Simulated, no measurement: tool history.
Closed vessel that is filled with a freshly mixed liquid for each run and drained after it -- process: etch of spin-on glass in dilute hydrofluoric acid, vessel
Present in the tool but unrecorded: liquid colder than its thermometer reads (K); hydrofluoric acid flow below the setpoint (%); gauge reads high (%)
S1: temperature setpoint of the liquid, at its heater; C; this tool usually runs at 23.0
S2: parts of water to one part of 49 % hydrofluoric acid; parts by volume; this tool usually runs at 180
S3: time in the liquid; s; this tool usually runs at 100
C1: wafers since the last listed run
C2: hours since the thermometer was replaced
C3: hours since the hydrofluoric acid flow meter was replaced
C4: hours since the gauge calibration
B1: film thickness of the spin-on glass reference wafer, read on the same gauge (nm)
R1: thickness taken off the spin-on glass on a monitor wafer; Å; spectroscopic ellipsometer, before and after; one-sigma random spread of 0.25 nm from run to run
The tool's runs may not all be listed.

Run 1, hour 0.0: usual settings but S1 26.0 C; C1 0; C2 688.9; C3 517.6; C4 2159.6; B1 140.00. Result: R1 299.2 Å.
Run 2, hour 44.3: usual settings; C1 4734; C2 733.2; C3 561.9; C4 2203.9; B1 139.98. Result: R1 270.8 Å.
Run 3, hour 109.9: usual settings; C1 7010; C2 798.8; C3 627.5; C4 2269.5; B1 139.98. Result: R1 265.2 Å.
Run 4, hour 202.4: usual settings but S1 21.0 C; C1 9885; C2 891.3; C3 720.0; C4 2362.0; B1 139.95. Result: R1 245.8 Å.
Run 5, hour 287.3: usual settings but S1 21.0 C; C1 9073; C2 976.2; C3 804.9; C4 2446.9; B1 140.03. Result: R1 241.1 Å.
Run 6, hour 386.2: usual settings but S1 21.0 C; C1 10569; C2 1075.1; C3 903.8; C4 2545.8; B1 139.97. Result: R1 248.3 Å.
Run 7, hour 491.8: usual settings but S2 135 parts by volume; C1 11285; C2 1180.7; C3 1009.4; C4 2651.4; B1 140.01. Result: R1 361.6 Å.
Run 8, hour 532.8: usual settings but S2 135 parts by volume; C1 4381; C2 1221.7; C3 1050.4; C4 2692.4; B1 139.99. Result: R1 363.7 Å.
At hour 563.4: gauge calibrated.
Run 9, hour 630.3: usual settings but S2 135 parts by volume; C1 10420; C2 1319.2; C3 1147.9; C4 66.9; B1 139.96. Result: R1 364.6 Å.
Run 10, hour 723.1: usual settings; C1 9917; C2 1412.0; C3 1240.7; C4 159.7; B1 140.02. Result: R1 262.0 Å.
Run 11, hour 815.1: usual settings; C1 9832; C2 1504.0; C3 1332.7; C4 251.7; B1 140.02. Result: R1 258.9 Å.
Run 12, hour 908.6: usual settings; C1 9992; C2 1597.5; C3 1426.2; C4 345.2; B1 139.99. Result: R1 261.4 Å.
At hour 923.2: thermometer replaced.
Run 13, hour 954.6: usual settings but S2 235 parts by volume; C1 4809; C2 31.4; C3 1472.2; C4 391.2; B1 140.04. Result: R1 200.8 Å.
Run 14, hour 1022.7: usual settings but S2 235 parts by volume; C1 7278; C2 99.5; C3 1540.3; C4 459.3; B1 140.01. Result: R1 201.4 Å.
Run 15, hour 1125.9: usual settings but S1 26.5 C, S3 115 s; C1 11029; C2 202.7; C3 1643.5; C4 562.5; B1 140.01. Result: R1 354.6 Å.
Run 16, hour 1196.2: usual settings but S1 25.5 C, S3 80 s; C1 7513; C2 273.0; C3 1713.8; C4 632.8; B1 140.02. Result: R1 241.4 Å.
Run 17, hour 1235.5: usual settings but S1 25.5 C, S2 210 parts by volume, S3 60 s; C1 4200; C2 312.3; C3 1753.1; C4 672.1; B1 140.01. Result: R1 150.0 Å.
Run 18, hour 1312.4: usual settings but S1 26.0 C; C1 8218; C2 389.2; C3 1830.0; C4 749.0; B1 139.99. Result: R1 303.2 Å.
At hour 1337.2: hydrofluoric acid flow meter replaced.
Run 19, hour 1391.2: usual settings but S1 18.5 C; C1 8314; C2 468.0; C3 54.0; C4 827.8; B1 140.01. Result: R1 225.0 Å.
Run 20, hour 1479.0: usual settings; C1 9383; C2 555.8; C3 141.8; C4 915.6; B1 139.96. Result: R1 273.8 Å.
Run 21, hour 1551.8: usual settings but S2 95 parts by volume; C1 7780; C2 628.6; C3 214.6; C4 988.4; B1 140.00. Result: R1 567.7 Å.
Run 22, hour 1617.9: usual settings but S1 21.5 C, S3 125 s; C1 7064; C2 694.7; C3 280.7; C4 1054.5; B1 139.99. Result: R1 318.2 Å.
Run 23, hour 1694.0: usual settings but S1 20.0 C, S2 140 parts by volume, S3 140 s; C1 8133; C2 770.8; C3 356.8; C4 1130.6; B1 140.00. Result: R1 444.4 Å.
Run 24, hour 1766.0: usual settings but S1 18.0 C; C1 7694; C2 842.8; C3 428.8; C4 1202.6; B1 140.02. Result: R1 222.7 Å.
Run 25, hour 1817.3: usual settings; C1 5482; C2 894.1; C3 480.1; C4 1253.9; B1 139.99. Result: R1 270.3 Å.
Run 26, hour 1870.4: usual settings but S1 26.5 C; C1 5674; C2 947.2; C3 533.2; C4 1307.0; B1 139.98. Result: R1 299.9 Å.
Run 27, hour 1975.3: usual settings but S2 205 parts by volume; C1 11211; C2 1052.1; C3 638.1; C4 1411.9; B1 140.02. Result: R1 225.0 Å.
Run 28, hour 2019.6: usual settings but S2 210 parts by volume, S3 120 s; C1 4734; C2 1096.4; C3 682.4; C4 1456.2; B1 140.00. Result: R1 259.7 Å.
Run 29, hour 2114.6: usual settings but S1 19.5 C; C1 10152; C2 1191.4; C3 777.4; C4 1551.2; B1 140.00. Result: R1 228.6 Å.
Run 30, hour 2163.8: usual settings; C1 5258; C2 1240.6; C3 826.6; C4 1600.4; B1 139.95. Result: R1 261.2 Å.
Run 31, hour 2213.3: usual settings but S1 27.5 C, S3 45 s; C1 5290; C2 1290.1; C3 876.1; C4 1649.9; B1 139.96. Result: R1 139.6 Å.
Run 32, hour 2426.1: usual settings but S2 100 parts by volume; C1 22742; C2 1502.9; C3 1088.9; C4 1862.7; B1 139.98. Result: R1 510.3 Å.
At hour 2487.6: thermometer replaced.
Run 33, hour 2503.9: usual settings; C1 8207; C2 16.3; C3 1166.7; C4 1940.5; B1 140.01. Result: R1 276.7 Å.

What differs in the tool's unlogged condition from the final listed run ahead of each entry between runs to the first listed run following it?
From run 8 to run 9: gauge calibrated (hour 563.4)
  liquid colder than its thermometer reads (K): 1.63 -> 1.74
  measured value less the no-hidden-state value, R1: -24.1 -> -25.8 Å
From run 12 to run 13: thermometer replaced (hour 923.2)
  liquid colder than its thermometer reads (K): 2.05 -> 0.0837
  measured value less the no-hidden-state value, R1: -21.3 -> -0.6 Å
From run 18 to run 19: hydrofluoric acid flow meter replaced (hour 1337.2)
  liquid colder than its thermometer reads (K): 0.486 -> 0.575
  measured value less the no-hidden-state value, R1: -5.5 -> -5.2 Å
From run 32 to run 33: thermometer replaced (hour 2487.6)
  liquid colder than its thermometer reads (K): 1.74 -> 0.17
  measured value less the no-hidden-state value, R1: -37.1 -> -1.8 Å
